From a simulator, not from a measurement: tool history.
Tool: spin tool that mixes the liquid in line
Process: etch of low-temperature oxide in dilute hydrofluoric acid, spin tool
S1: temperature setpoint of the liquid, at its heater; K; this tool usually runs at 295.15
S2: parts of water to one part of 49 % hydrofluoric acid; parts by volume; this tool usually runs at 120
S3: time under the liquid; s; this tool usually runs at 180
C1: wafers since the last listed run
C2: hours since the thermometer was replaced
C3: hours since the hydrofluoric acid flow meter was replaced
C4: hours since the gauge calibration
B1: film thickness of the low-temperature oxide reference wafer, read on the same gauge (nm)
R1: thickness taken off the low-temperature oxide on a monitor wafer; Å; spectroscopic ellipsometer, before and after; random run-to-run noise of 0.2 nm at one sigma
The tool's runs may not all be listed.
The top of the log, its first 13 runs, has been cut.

run	hour	S1	S2	S3	C1	C2	C3	C4	B1	R1
14	815.5	295.15	120	180	356	613.1	380.3	2996.0	150.00	264.9
15	871.6	295.15	80	180	239	669.2	436.4	3052.1	149.99	414.2
# hour 901.3: gauge calibrated
16	958.5	295.15	150	130	370	756.1	523.3	57.2	150.00	148.8
# hour 1005.4: thermometer replaced
17	1006.2	300.15	120	180	199	0.8	571.0	104.9	149.99	324.0
18	1069.0	295.15	120	180	267	63.6	633.8	167.7	149.99	269.5
19	1168.7	295.15	80	180	424	163.3	733.5	267.4	150.01	423.3
20	1262.2	291.65	120	180	398	256.8	827.0	360.9	149.99	236.6
21	1355.7	295.15	100	180	398	350.3	920.5	454.4	150.01	337.7
22	1450.0	292.15	85	225	401	444.6	1014.8	548.7	149.99	454.5
23	1532.7	295.15	60	150	352	527.3	1097.5	631.4	149.99	495.4
24	1608.7	297.65	120	75	323	603.3	1173.5	707.4	150.02	127.6
# hour 1623.0: hydrofluoric acid flow meter replaced
25	1669.8	297.15	85	180	256	664.4	46.8	768.5	149.99	410.0
26	1753.2	296.65	120	95	355	747.8	130.2	851.9	149.99	144.7
27	1816.6	291.15	120	115	270	811.2	193.6	915.3	150.00	141.1
28	1877.6	290.65	180	75	259	872.2	254.6	976.3	149.98	56.6
# hour 1911.6: thermometer replaced
29	1929.0	295.15	120	180	214	17.4	306.0	1027.7	150.02	264.6
30	2036.9	295.15	120	90	459	125.3	413.9	1135.6	149.99	132.8
31	2112.7	295.15	70	225	323	201.1	489.7	1211.4	150.00	606.2

Alternative continuations, all from the tool just after run 31; predict every row:
A	2113.2	295.15	120	255	2	201.6	490.2	1211.9	?	?
B	2113.2	295.15	140	150	2	201.6	490.2	1211.9	?	?
C	2113.2	290.15	160	140	2	201.6	490.2	1211.9	?	?
D	2113.2	293.15	135	180	2	201.6	490.2	1211.9	?	?
E	2113.2	295.15	175	240	2	201.6	490.2	1211.9	?	?

run	B1	R1
A	150.00	378.9
B	150.00	187.0
C	150.00	122.4
D	150.00	216.0
E	150.00	230.7
With no hidden state in the tool, these same runs would have given:
run	R1
A	363.7
B	179.3
C	117.4
D	207.2
E	221.0
